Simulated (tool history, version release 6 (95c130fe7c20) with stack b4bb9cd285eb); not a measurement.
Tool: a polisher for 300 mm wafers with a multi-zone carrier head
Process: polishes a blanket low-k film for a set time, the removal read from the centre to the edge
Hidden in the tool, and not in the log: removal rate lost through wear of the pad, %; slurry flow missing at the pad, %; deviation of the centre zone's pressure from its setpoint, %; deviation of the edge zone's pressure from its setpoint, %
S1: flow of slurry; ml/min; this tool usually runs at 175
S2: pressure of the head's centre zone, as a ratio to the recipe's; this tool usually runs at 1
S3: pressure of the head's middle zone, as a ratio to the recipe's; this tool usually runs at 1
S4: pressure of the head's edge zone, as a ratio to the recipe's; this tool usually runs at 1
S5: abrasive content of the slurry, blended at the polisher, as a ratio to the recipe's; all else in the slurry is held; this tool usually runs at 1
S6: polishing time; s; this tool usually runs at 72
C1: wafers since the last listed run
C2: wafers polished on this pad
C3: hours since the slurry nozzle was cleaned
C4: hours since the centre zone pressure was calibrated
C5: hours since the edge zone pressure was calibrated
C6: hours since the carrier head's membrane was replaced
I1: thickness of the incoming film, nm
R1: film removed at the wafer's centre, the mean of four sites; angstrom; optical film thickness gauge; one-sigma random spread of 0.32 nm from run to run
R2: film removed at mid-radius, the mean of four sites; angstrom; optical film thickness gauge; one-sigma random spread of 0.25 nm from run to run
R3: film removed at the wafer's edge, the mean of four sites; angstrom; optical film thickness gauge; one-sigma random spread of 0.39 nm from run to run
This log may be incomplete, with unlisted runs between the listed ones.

Run 1, hour 0: usual settings but S3 1.08, S4 0.96; C1 0; C2 819; C3 385.1; C4 340.5; C5 321.8; C6 575.7; I1 579. Result: R1 294 angstrom, R2 311 angstrom, R3 302 angstrom.
Run 2, hour 82.3: usual settings but S3 1.08, S4 0.96; C1 735; C2 1554; C3 467.4; C4 422.8; C5 404.1; C6 658; I1 586.2. Result: R1 290 angstrom, R2 305 angstrom, R3 299 angstrom.
Run 3, hour 172.9: usual settings but S3 1.08, S4 0.96; C1 809; C2 2364; C3 558; C4 513.4; C5 494.7; C6 748.6; I1 575.3. Result: R1 289 angstrom, R2 305 angstrom, R3 290 angstrom.
Run 4, hour 253.4: usual settings; C1 719; C2 3083; C3 638.5; C4 593.9; C5 575.2; C6 829.1; I1 586.9. Result: R1 290 angstrom, R2 282 angstrom, R3 287 angstrom.
At hour 257.8: centre zone pressure recalibrated.
Run 5, hour 311.7: usual settings; C1 502; C2 3585; C3 696.8; C4 53.9; C5 633.5; C6 887.4; I1 578.8. Result: R1 283 angstrom, R2 282 angstrom, R3 296 angstrom.
At hour 350.5: slurry nozzle cleaned.
At hour 386.9: edge zone pressure recalibrated.
Run 6, hour 397.1: usual settings; C1 735; C2 4321; C3 46.6; C4 139.3; C5 10.2; C6 972.8; I1 584.7. Result: R1 291 angstrom, R2 283 angstrom, R3 289 angstrom.
At hour 412.6: worn pad replaced by a new one.
Run 7, hour 438.9: usual settings but S6 50 s; C1 337; C2 235; C3 88.4; C4 181.1; C5 52; C6 1014.6; I1 580.6. Result: R1 209 angstrom, R2 202 angstrom, R3 210 angstrom.
Run 8, hour 544.8: usual settings but S2 1.08, S3 0.92, S5 0.8; C1 945; C2 1181; C3 194.3; C4 287; C5 157.9; C6 1120.5; I1 579.2. Result: R1 285 angstrom, R2 237 angstrom, R3 266 angstrom.
Run 9, hour 630.2: usual settings but S5 0.85; C1 762; C2 1943; C3 279.7; C4 372.4; C5 243.3; C6 1205.9; I1 585.2. Result: R1 268 angstrom, R2 259 angstrom, R3 265 angstrom.
Run 10, hour 699.8: usual settings; C1 621; C2 2565; C3 349.3; C4 442; C5 312.9; C6 1275.5; I1 586. Result: R1 292 angstrom, R2 278 angstrom, R3 289 angstrom.
At hour 730.5: carrier head's membrane replaced by a new one.
Run 11, hour 749.1: usual settings; C1 395; C2 2961; C3 398.6; C4 491.3; C5 362.2; C6 18.6; I1 574. Result: R1 285 angstrom, R2 284 angstrom, R3 287 angstrom.
At hour 789.1: centre zone pressure recalibrated.
Run 12, hour 801.8: usual settings but S1 130 ml/min, S3 0.93, S6 96 s; C1 452; C2 3414; C3 451.3; C4 12.7; C5 414.9; C6 71.3; I1 575.8. Result: R1 364 angstrom, R2 332 angstrom, R3 381 angstrom.
Run 13, hour 850.3: usual settings but S4 1.06, S6 47 s; C1 433; C2 3847; C3 499.8; C4 61.2; C5 463.4; C6 119.8; I1 589.6. Result: R1 190 angstrom, R2 181 angstrom, R3 196 angstrom.
Run 14, hour 933.3: usual settings but S1 140 ml/min, S2 1.11, S3 1.08, S4 1.06; C1 741; C2 4588; C3 582.8; C4 144.2; C5 546.4; C6 202.8; I1 589.2. Result: R1 303 angstrom, R2 284 angstrom, R3 285 angstrom.
Run 15, hour 978.6: usual settings; C1 404; C2 4993; C3 628.1; C4 189.5; C5 591.7; C6 248.1; I1 582.8. Result: R1 282 angstrom, R2 282 angstrom, R3 293 angstrom.
Run 16, hour 1055: usual settings; C1 682; C2 5675; C3 704.5; C4 265.9; C5 668.1; C6 324.5; I1 570.5. Result: R1 290 angstrom, R2 284 angstrom, R3 290 angstrom.
At hour 1066.1: worn pad replaced by a new one.
Run 17, hour 1157.9: usual settings but S2 0.9, S3 0.95; C1 883; C2 819; C3 807.4; C4 368.8; C5 771; C6 427.4; I1 580.7. Result: R1 264 angstrom, R2 277 angstrom, R3 297 angstrom.
At hour 1164.3: edge zone pressure recalibrated.
Run 18, hour 1259.1: usual settings but S5 1.1, S6 94 s; C1 886; C2 1706; C3 908.6; C4 470; C5 94.8; C6 528.6; I1 582.7. Result: R1 395 angstrom, R2 392 angstrom, R3 403 angstrom.

Expected results for the next run?
At hour 1266.9: slurry nozzle cleaned.
Run 19, hour 1353.5: usual settings but S4 0.9, S6 88 s; C1 834; C2 2540; C3 86.6; C4 564.4; C5 189.2; C6 623; I1 590.5. Result: R1 ?, R2 ?, R3 ?.

Logged for run 19: R1 357 angstrom, R2 346 angstrom, R3 335 angstrom.
Take away the tool's hidden state, keep the run-to-run variation as it was, and the same run would have given R1 375 angstrom, R2 364 angstrom, R3 352 angstrom.
